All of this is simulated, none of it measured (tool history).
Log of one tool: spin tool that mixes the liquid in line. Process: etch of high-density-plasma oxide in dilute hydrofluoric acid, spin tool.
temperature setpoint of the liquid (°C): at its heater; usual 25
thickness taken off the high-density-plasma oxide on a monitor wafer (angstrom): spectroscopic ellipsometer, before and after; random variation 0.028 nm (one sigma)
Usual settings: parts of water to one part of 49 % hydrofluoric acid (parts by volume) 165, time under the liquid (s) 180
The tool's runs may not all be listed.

run,hour,temperature setpoint of the liquid (°C),parts of water to one part of 49 % hydrofluoric acid (parts by volume),time under the liquid (s),wafers since the last listed run,hours since the thermometer was replaced,hours since the hydrofluoric acid flow meter was replaced,hours since the gauge calibration,"read-back film thickness of the high-density-plasma oxide reference wafer, read on the same gauge (nm)",thickness taken off the high-density-plasma oxide on a monitor wafer (angstrom)
1,0,25,165,180,0,846.6,1555.3,211.3,118.67,77.6
2,31.6,25,165,180,263,878.2,1586.9,242.9,118.62,78.3
3,66.6,25,165,180,292,913.2,1621.9,277.9,118.62,77.9
# hour 88.8: gauge calibrated
4,94.9,22,165,230,236,941.5,1650.2,6.1,120.05,89.8
5,111.3,25,115,180,136,957.9,1666.6,22.5,119.81,119.7
6,140.8,25,115,180,246,987.4,1696.1,52,119.49,119.1
7,161.6,25,115,180,173,1008.2,1716.9,72.8,119.31,118.3
8,187.9,25,165,180,219,1034.5,1743.2,99.1,119.16,78.3
9,216.3,25,165,180,237,1062.9,1771.6,127.5,118.97,78
10,242.7,25,165,180,220,1089.3,1798,153.9,118.89,77.9
11,261.4,25,165,180,156,1108,1816.7,172.6,118.85,77.9
12,274.4,25,165,180,108,1121,1829.7,185.6,118.81,78
13,288.9,27.5,100,180,121,1135.5,1844.2,200.1,118.75,153.3
14,324.1,25,165,70,293,1170.7,1879.4,235.3,118.7,30.4
15,336.4,20.5,115,115,102,1183,1891.7,247.6,118.64,63.5
# hour 360.8: hydrofluoric acid flow meter replaced
16,369.8,23,95,140,270,1216.4,9,281,118.6,105.4
17,391.9,23.5,120,230,184,1238.5,31.1,303.1,118.58,136
# hour 420.2: gauge calibrated
18,427.2,21,165,85,294,1273.8,66.4,7,119.97,31.9
19,458.4,25,125,180,260,1305,97.6,38.2,119.56,108.3
20,482.3,25,165,180,199,1328.9,121.5,62.1,119.33,78.5
# hour 501.3: thermometer replaced
21,509.3,20.5,205,180,217,8,148.5,89.1,119.13,50.9
22,539.6,25,115,180,253,38.3,178.8,119.4,118.94,118.6
23,556.4,25,135,180,140,55.1,195.6,136.2,118.88,98.9
24,585.6,29.5,100,120,243,84.3,224.8,165.4,118.77,110.4
25,608.1,25,165,180,187,106.8,247.3,187.9,118.68,78.1
26,636.3,25,125,180,235,135,275.5,216.1,118.62,108

5 ways to go on from here, each from the tool as it stands after run 26. What would each give?
A,636.8,25,165,180,4,135.5,276,216.6,?,?
B,636.8,28,120,180,4,135.5,276,216.6,?,?
C,636.8,28.5,140,235,4,135.5,276,216.6,?,?
D,636.8,23,240,230,4,135.5,276,216.6,?,?
E,636.8,20.5,225,85,4,135.5,276,216.6,?,?

run,"read-back film thickness of the high-density-plasma oxide reference wafer, read on the same gauge (nm)",thickness taken off the high-density-plasma oxide on a monitor wafer (angstrom)
A,118.61,78
B,118.61,126.8
C,118.61,140.8
D,118.61,58.7
E,118.61,21.4
Without the tool's hidden state the same runs would have given:
run,thickness taken off the high-density-plasma oxide on a monitor wafer (angstrom)
A,78.9
B,128.2
C,142.4
D,59.4
E,21.6

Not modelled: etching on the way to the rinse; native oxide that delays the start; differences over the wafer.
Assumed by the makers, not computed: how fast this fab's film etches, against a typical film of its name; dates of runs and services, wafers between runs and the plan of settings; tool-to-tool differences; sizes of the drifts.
